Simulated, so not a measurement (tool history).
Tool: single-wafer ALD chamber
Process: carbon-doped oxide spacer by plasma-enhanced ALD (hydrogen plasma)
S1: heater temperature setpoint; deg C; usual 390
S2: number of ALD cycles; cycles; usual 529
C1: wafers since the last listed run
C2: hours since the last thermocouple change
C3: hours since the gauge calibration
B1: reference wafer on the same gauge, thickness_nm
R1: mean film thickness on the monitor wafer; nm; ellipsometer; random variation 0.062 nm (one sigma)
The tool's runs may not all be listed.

run 1 hour=0 | S1=390 S2=610 | C1=0 C2=1457.4 C3=610.9 | B1=23.787 | R1=28.324
run 2 hour=71.8 | S1=390 S2=610 | C1=72 C2=1529.2 C3=682.7 | B1=23.755 | R1=28.354
-- hour=122.6 gauge calibrated
run 3 hour=157.4 | S1=390 S2=563 | C1=85 C2=1614.8 C3=34.8 | B1=23.991 | R1=26.472
run 4 hour=220.6 | S1=390 S2=563 | C1=63 C2=1678 C3=98 | B1=23.961 | R1=26.339
run 5 hour=293.3 | S1=383 S2=529 | C1=72 C2=1750.7 C3=170.7 | B1=23.934 | R1=24.834
run 6 hour=366.5 | S1=383 S2=529 | C1=73 C2=1823.9 C3=243.9 | B1=23.924 | R1=24.705
-- hour=430.1 thermocouple changed; heater temperature recalibrated
run 7 hour=430.6 | S1=395 S2=529 | C1=56 C2=0.5 C3=308 | B1=23.89 | R1=24.758
run 8 hour=477 | S1=395 S2=529 | C1=46 C2=46.9 C3=354.4 | B1=23.881 | R1=24.703
run 9 hour=526.7 | S1=395 S2=529 | C1=49 C2=96.6 C3=404.1 | B1=23.838 | R1=24.705
run 10 hour=582.8 | S1=384 S2=612 | C1=56 C2=152.7 C3=460.2 | B1=23.829 | R1=28.491
run 11 hour=654.2 | S1=399 S2=496 | C1=71 C2=224.1 C3=531.6 | B1=23.805 | R1=23.092
run 12 hour=692.7 | S1=390 S2=529 | C1=38 C2=262.6 C3=570.1 | B1=23.783 | R1=24.769
run 13 hour=757.1 | S1=382 S2=468 | C1=64 C2=327 C3=634.5 | B1=23.763 | R1=21.779
run 14 hour=843.3 | S1=390 S2=577 | C1=86 C2=413.2 C3=720.7 | B1=23.746 | R1=26.875
-- hour=857.8 gauge calibrated
run 15 hour=913.5 | S1=397 S2=586 | C1=70 C2=483.4 C3=55.7 | B1=23.994 | R1=27.381
run 16 hour=952 | S1=398 S2=436 | C1=38 C2=521.9 C3=94.2 | B1=23.984 | R1=20.461
run 17 hour=1056.6 | S1=403 S2=568 | C1=104 C2=626.5 C3=198.8 | B1=23.942 | R1=26.453
run 18 hour=1139.9 | S1=390 S2=529 | C1=83 C2=709.8 C3=282.1 | B1=23.903 | R1=24.832

Hidden state or all else? Some run-to-run changes of R1, split into what the settings, what came in and random variation would give without the hidden state, and what is left for the hidden state (with any gauge scatter that isn't in both results):
The hidden state here: wafer temperature above the value expected at the setpoint (K); gauge reads high (%).
Run 14 -> 15: S1 390 -> 397, S2 577 -> 586, gauge calibrated. R1 +0.506 nm: hidden state +0.28, all else +0.226.
Run 15 -> 16: S1 397 -> 398, S2 586 -> 436. R1 -6.92 nm: hidden state -0.009, all else -6.911.

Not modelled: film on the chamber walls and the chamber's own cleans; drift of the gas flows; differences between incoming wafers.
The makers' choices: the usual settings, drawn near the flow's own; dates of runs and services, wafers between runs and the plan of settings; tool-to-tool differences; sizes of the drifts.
